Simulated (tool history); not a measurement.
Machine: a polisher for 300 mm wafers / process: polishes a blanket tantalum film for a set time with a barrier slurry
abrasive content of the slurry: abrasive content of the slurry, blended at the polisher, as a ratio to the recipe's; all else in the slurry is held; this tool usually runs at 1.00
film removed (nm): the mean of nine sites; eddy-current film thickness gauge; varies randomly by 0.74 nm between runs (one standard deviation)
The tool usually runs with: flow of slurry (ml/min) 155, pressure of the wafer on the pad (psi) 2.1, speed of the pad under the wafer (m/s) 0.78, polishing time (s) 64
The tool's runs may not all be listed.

run,day,flow of slurry (ml/min),pressure of the wafer on the pad (psi),speed of the pad under the wafer (m/s),abrasive content of the slurry,polishing time (s),wafers since the last listed run,wafers polished on this pad,hours since the slurry nozzle was cleaned,hours since the head pressure was calibrated,hours since the slurry blender was calibrated,"incoming thickness of the incoming film, nm",film removed (nm)
1,0.000,155,1.8,0.78,1.00,64,0,897,566.4,836.7,164.2,397.8,73.6
2,0.621,155,2.1,0.78,1.00,64,195,1093,581.3,851.6,179.1,397.0,84.6
3,0.892,155,2.1,0.78,1.00,64,85,1178,587.8,858.1,185.6,394.9,85.6
# day 1.358: worn pad replaced by a new one
4,1.379,155,2.1,0.78,1.00,64,101,7,599.5,869.8,197.3,384.3,89.0
5,1.754,155,2.1,0.78,1.00,64,118,125,608.5,878.8,206.3,395.2,89.9
6,2.288,155,2.1,0.78,1.00,64,168,293,621.3,891.6,219.1,396.5,89.7
7,2.588,120,1.8,0.78,0.80,82,94,388,628.5,898.8,226.3,390.7,88.6
8,2.929,115,2.1,0.78,1.00,64,107,496,636.7,907.0,234.5,395.4,85.3
9,3.254,180,1.9,0.78,1.00,64,102,598,644.5,914.8,242.3,388.4,82.9
# day 3.538: slurry nozzle cleaned
10,3.862,185,2.1,0.68,1.20,75,178,777,7.8,929.4,256.9,389.7,96.8
11,4.333,155,2.1,0.56,1.00,64,148,925,19.1,940.7,268.2,387.6,63.0
12,4.912,155,2.1,0.78,1.00,64,182,1108,33.0,954.6,282.1,386.6,86.3
# day 5.396: worn pad replaced by a new one
13,5.662,125,2.1,0.94,0.75,71,183,83,51.0,972.6,300.1,397.9,109.0
14,6.150,155,2.1,0.78,1.00,64,153,237,62.7,984.3,311.8,394.8,91.8
15,6.642,155,1.6,0.78,0.85,64,155,392,74.5,996.1,323.6,388.0,67.1
16,7.233,155,2.1,0.78,1.00,54,186,578,88.7,1010.3,337.8,396.2,76.3
17,8.754,155,2.1,0.78,1.00,64,479,1058,125.2,1046.8,374.3,391.8,88.3
# day 9.100: slurry blender recalibrated
# day 10.079: worn pad replaced by a new one
18,10.196,155,1.7,0.78,1.00,64,375,37,159.8,1081.4,26.3,389.0,76.5
# day 10.483: head pressure recalibrated
19,10.750,155,2.1,0.78,1.00,64,148,185,173.1,6.4,39.6,386.9,80.2
20,11.033,155,2.1,0.78,1.00,64,89,275,179.9,13.2,46.4,390.9,78.9
21,11.354,155,2.1,0.78,1.00,79,101,376,187.6,20.9,54.1,391.3,99.1
22,11.667,155,2.4,0.70,1.00,64,98,475,195.1,28.4,61.6,394.2,82.1
23,12.350,155,2.1,0.78,1.00,64,215,690,211.5,44.8,78.0,397.5,79.6
24,12.912,110,2.1,0.78,1.25,47,177,867,225.0,58.3,91.5,391.7,57.8
25,13.162,155,2.1,0.78,1.00,64,78,946,231.0,64.3,97.5,392.0,77.8
26,13.908,200,1.6,0.96,0.85,64,235,1182,248.9,82.2,115.4,389.1,69.3
27,14.271,130,2.1,0.78,1.00,72,114,1296,257.6,90.9,124.1,388.7,82.9
28,14.742,155,2.1,0.78,1.00,64,148,1444,268.9,102.2,135.4,392.8,74.3
# day 15.146: worn pad replaced by a new one
29,15.212,155,2.1,0.78,0.70,64,95,21,280.2,113.5,146.7,392.5,72.5

Branching from run 29: 5 alternative next runs. What would each branch give?
A,15.229,155,2.1,0.78,1.00,64,5,26,280.6,113.9,147.1,397.0,?
B,15.229,155,2.1,0.90,1.00,64,5,26,280.6,113.9,147.1,397.0,?
C,15.229,155,2.5,0.78,1.00,80,5,26,280.6,113.9,147.1,397.0,?
D,15.229,155,1.9,0.78,1.00,77,5,26,280.6,113.9,147.1,397.0,?
E,15.229,155,2.5,0.56,1.00,64,5,26,280.6,113.9,147.1,397.0,?

run,film removed (nm)
A,81.8
B,94.4
C,121.7
D,89.0
E,69.9
Take away the tool's hidden state, keep each run's random variation, and the runs would have read:
run,film removed (nm)
A,82.0
B,94.6
C,122.0
D,89.2
E,70.1
